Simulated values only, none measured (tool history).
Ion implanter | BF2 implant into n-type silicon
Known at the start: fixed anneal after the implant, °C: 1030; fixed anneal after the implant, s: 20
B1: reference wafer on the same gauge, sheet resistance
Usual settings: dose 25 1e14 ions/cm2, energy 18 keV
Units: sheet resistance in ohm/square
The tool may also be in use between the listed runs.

{"run": 1, "hour": 0.0, "dose": 25, "energy": 18, "B1": 173.48, "sheet resistance": 159.77}
{"run": 2, "hour": 12.8, "dose": 25, "energy": 18, "B1": 173.52, "sheet resistance": 160.28}
{"run": 3, "hour": 27.8, "dose": 25, "energy": 18, "B1": 173.64, "sheet resistance": 159.7}
{"run": 4, "hour": 45.7, "dose": 25, "energy": 18, "B1": 173.63, "sheet resistance": 160.28}
{"run": 5, "hour": 53.3, "dose": 25, "energy": 18, "B1": 173.59, "sheet resistance": 159.57}
{"run": 6, "hour": 65.6, "dose": 25, "energy": 18, "B1": 173.63, "sheet resistance": 160.38}
{"run": 7, "hour": 82.7, "dose": 25, "energy": 18, "B1": 173.73, "sheet resistance": 160.4}
{"run": 8, "hour": 99.8, "dose": 29.41, "energy": 18, "B1": 173.83, "sheet resistance": 158.65}
{"hour": 112.4, "done": "extraction supply calibrated"}
{"run": 9, "hour": 112.9, "dose": 29.41, "energy": 18, "B1": 173.87, "sheet resistance": 158.48}
{"run": 10, "hour": 115.3, "dose": 25, "energy": 18, "B1": 173.92, "sheet resistance": 160.38}
{"hour": 122.5, "done": "gauge calibrated"}
{"run": 11, "hour": 145.1, "dose": 25, "energy": 18, "B1": 172.19, "sheet resistance": 158.92}
{"run": 12, "hour": 162.5, "dose": 19.57, "energy": 13.5, "B1": 172.34, "sheet resistance": 177.84}
{"run": 13, "hour": 179.1, "dose": 25, "energy": 18, "B1": 172.32, "sheet resistance": 158.41}
{"hour": 190.0, "done": "Faraday cup replaced and dose calibrated"}
{"run": 14, "hour": 207.3, "dose": 25, "energy": 18, "B1": 172.4, "sheet resistance": 158.87}
{"run": 15, "hour": 225.1, "dose": 25, "energy": 18, "B1": 172.47, "sheet resistance": 159}
{"run": 16, "hour": 242.8, "dose": 25, "energy": 14.5, "B1": 172.53, "sheet resistance": 170.79}
{"run": 17, "hour": 254.5, "dose": 25, "energy": 18, "B1": 172.49, "sheet resistance": 158.87}
{"run": 18, "hour": 263.0, "dose": 25, "energy": 18, "B1": 172.62, "sheet resistance": 158.9}
{"run": 19, "hour": 270.3, "dose": 25, "energy": 14.5, "B1": 172.67, "sheet resistance": 170.98}
{"run": 20, "hour": 279.2, "dose": 25, "energy": 13.5, "B1": 172.71, "sheet resistance": 174.67}
{"run": 21, "hour": 288.5, "dose": 22.69, "energy": 18, "B1": 172.65, "sheet resistance": 159.66}
{"run": 22, "hour": 311.9, "dose": 31.26, "energy": 15.5, "B1": 172.74, "sheet resistance": 165.11}
{"run": 23, "hour": 322.5, "dose": 25, "energy": 21, "B1": 172.73, "sheet resistance": 150.89}
{"run": 24, "hour": 332.9, "dose": 22.57, "energy": 22.5, "B1": 172.81, "sheet resistance": 147.98}
{"run": 25, "hour": 360.0, "dose": 32.35, "energy": 21.5, "B1": 172.82, "sheet resistance": 147.06}
{"run": 26, "hour": 371.3, "dose": 31.71, "energy": 15, "B1": 172.93, "sheet resistance": 167.38}
{"run": 27, "hour": 383.4, "dose": 25, "energy": 18, "B1": 173, "sheet resistance": 159.53}
{"run": 28, "hour": 409.9, "dose": 19.9, "energy": 15, "B1": 172.94, "sheet resistance": 171.97}
{"run": 29, "hour": 420.8, "dose": 30.26, "energy": 13.5, "B1": 173.13, "sheet resistance": 173.77}
{"run": 30, "hour": 434.0, "dose": 17.88, "energy": 21.5, "B1": 173.11, "sheet resistance": 154.33}
{"run": 31, "hour": 451.0, "dose": 25, "energy": 18, "B1": 173.12, "sheet resistance": 159.63}
{"run": 32, "hour": 457.6, "dose": 31.64, "energy": 21.5, "B1": 173.1, "sheet resistance": 147.42}
{"run": 33, "hour": 464.8, "dose": 21.75, "energy": 18, "B1": 173.15, "sheet resistance": 161.69}
{"run": 34, "hour": 472.6, "dose": 29.94, "energy": 18, "B1": 173.16, "sheet resistance": 157.92}
{"run": 35, "hour": 490.1, "dose": 18.64, "energy": 18, "B1": 173.24, "sheet resistance": 163.58}
{"run": 36, "hour": 507.2, "dose": 29.65, "energy": 20.5, "B1": 173.32, "sheet resistance": 151.31}

Forecast each of these 5 alternatives for the next run:
{"run": "A", "hour": 507.6, "dose": 22.22, "energy": 18, "B1": "?", "sheet resistance": "?"}
{"run": "B", "hour": 507.6, "dose": 20.65, "energy": 18, "B1": "?", "sheet resistance": "?"}
{"run": "C", "hour": 507.6, "dose": 19.89, "energy": 18, "B1": "?", "sheet resistance": "?"}
{"run": "D", "hour": 507.6, "dose": 31.97, "energy": 18, "B1": "?", "sheet resistance": "?"}
{"run": "E", "hour": 507.6, "dose": 31.06, "energy": 20.5, "B1": "?", "sheet resistance": "?"}

run=A B1=173.33 sheet_resistance=161.01
run=B B1=173.33 sheet_resistance=162.03
run=C B1=173.33 sheet_resistance=162.64
run=D B1=173.33 sheet_resistance=157.38
run=E B1=173.33 sheet_resistance=150.44
Without the tool's hidden state the same runs would have given:
run=A sheet_resistance=159.83
run=B sheet_resistance=160.84
run=C sheet_resistance=161.44
run=D sheet_resistance=156.22
run=E sheet_resistance=149.34
